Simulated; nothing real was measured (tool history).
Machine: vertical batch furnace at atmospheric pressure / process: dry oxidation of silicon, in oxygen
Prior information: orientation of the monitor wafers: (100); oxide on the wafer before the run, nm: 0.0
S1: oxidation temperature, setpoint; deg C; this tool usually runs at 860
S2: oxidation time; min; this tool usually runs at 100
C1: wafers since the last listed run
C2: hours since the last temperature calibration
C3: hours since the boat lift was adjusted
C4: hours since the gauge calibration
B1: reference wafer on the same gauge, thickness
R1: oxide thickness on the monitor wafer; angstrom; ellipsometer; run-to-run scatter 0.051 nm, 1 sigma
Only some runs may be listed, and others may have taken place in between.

run 1 day=0 | S1=866 S2=79.5 | C1=0 C2=181.9 C3=2391.5 C4=1460.6 | B1=17.06 | R1=165.4
run 2 day=1.692 | S1=866 S2=79.5 | C1=504 C2=222.5 C3=2432.1 C4=1501.2 | B1=17.07 | R1=165.4
run 3 day=9.879 | S1=860 S2=100 | C1=2443 C2=419 C3=2628.6 C4=1697.7 | B1=17.12 | R1=181.8
run 4 day=20.008 | S1=860 S2=100 | C1=3022 C2=662.1 C3=2871.7 C4=1940.8 | B1=17.18 | R1=182.3
run 5 day=24.175 | S1=860 S2=100 | C1=1243 C2=762.1 C3=2971.7 C4=2040.8 | B1=17.21 | R1=182
run 6 day=25.896 | S1=869 S2=100 | C1=513 C2=803.4 C3=3013 C4=2082.1 | B1=17.21 | R1=201.3
run 7 day=29.658 | S1=869 S2=100 | C1=1122 C2=893.7 C3=3103.3 C4=2172.4 | B1=17.25 | R1=201.5
-- day=32.104 gauge calibrated
run 8 day=33.371 | S1=869 S2=100 | C1=1107 C2=982.8 C3=3192.4 C4=30.4 | B1=16.55 | R1=193.4
run 9 day=35.446 | S1=860 S2=62.5 | C1=619 C2=1032.6 C3=3242.2 C4=80.2 | B1=16.56 | R1=127.5
run 10 day=37.246 | S1=860 S2=100 | C1=537 C2=1075.8 C3=3285.4 C4=123.4 | B1=16.57 | R1=176.2
run 11 day=41.583 | S1=848 S2=140 | C1=1294 C2=1179.9 C3=3389.5 C4=227.5 | B1=16.6 | R1=192.3
run 12 day=44.192 | S1=848 S2=140 | C1=778 C2=1242.5 C3=3452.1 C4=290.1 | B1=16.62 | R1=193
run 13 day=47.996 | S1=884 S2=65 | C1=1135 C2=1333.8 C3=3543.4 C4=381.4 | B1=16.63 | R1=171.8
run 14 day=50.396 | S1=840 S2=140 | C1=716 C2=1391.4 C3=3601 C4=439 | B1=16.65 | R1=176.1
run 15 day=54.804 | S1=860 S2=80.5 | C1=1315 C2=1497.2 C3=3706.8 C4=544.8 | B1=16.68 | R1=153
-- day=57.542 boat lift adjusted
run 16 day=62.146 | S1=860 S2=100 | C1=1892 C2=1673.4 C3=110.5 C4=721 | B1=16.73 | R1=177.3
run 17 day=65.054 | S1=840 S2=125.5 | C1=867 C2=1743.2 C3=180.3 C4=790.8 | B1=16.74 | R1=164
run 18 day=68.179 | S1=840 S2=140 | C1=932 C2=1818.2 C3=255.3 C4=865.8 | B1=16.76 | R1=177.1
-- day=69.462 thermocouples replaced and temperature profile calibrated
run 19 day=69.683 | S1=881 S2=79 | C1=150 C2=5.3 C3=291.4 C4=901.9 | B1=16.78 | R1=190.6
run 20 day=73.492 | S1=850 S2=100 | C1=1136 C2=96.7 C3=382.8 C4=993.3 | B1=16.79 | R1=158.4
run 21 day=76.275 | S1=840 S2=125.5 | C1=830 C2=163.5 C3=449.6 C4=1060.1 | B1=16.81 | R1=165.7
run 22 day=78.45 | S1=870 S2=130 | C1=649 C2=215.7 C3=501.8 C4=1112.3 | B1=16.83 | R1=236.2
run 23 day=82.817 | S1=869 S2=100 | C1=1303 C2=320.5 C3=606.6 C4=1217.1 | B1=16.85 | R1=197.1
run 24 day=87.088 | S1=848 S2=134 | C1=1274 C2=423 C3=709.1 C4=1319.6 | B1=16.87 | R1=189.2

Branching from run 24: 5 alternative next runs. What would each branch give?
run A day=87.346 | S1=860 S2=100 | C1=77 C2=429.2 C3=715.3 C4=1325.8 | B1=? | R1=?
run B day=87.346 | S1=860 S2=115 | C1=77 C2=429.2 C3=715.3 C4=1325.8 | B1=? | R1=?
run C day=87.346 | S1=846 S2=82.5 | C1=77 C2=429.2 C3=715.3 C4=1325.8 | B1=? | R1=?
run D day=87.346 | S1=840 S2=100 | C1=77 C2=429.2 C3=715.3 C4=1325.8 | B1=? | R1=?
run E day=87.346 | S1=836 S2=138 | C1=77 C2=429.2 C3=715.3 C4=1325.8 | B1=? | R1=?

run=A B1=16.88 R1=178.5
run=B B1=16.88 R1=196
run=C B1=16.88 R1=133.2
run=D B1=16.88 R1=141.8
run=E B1=16.88 R1=168.5
Without the tool's unlogged condition, the same runs would have read:
run=A R1=175.6
run=B R1=192.8
run=C R1=131.1
run=D R1=139.4
run=E R1=165.8
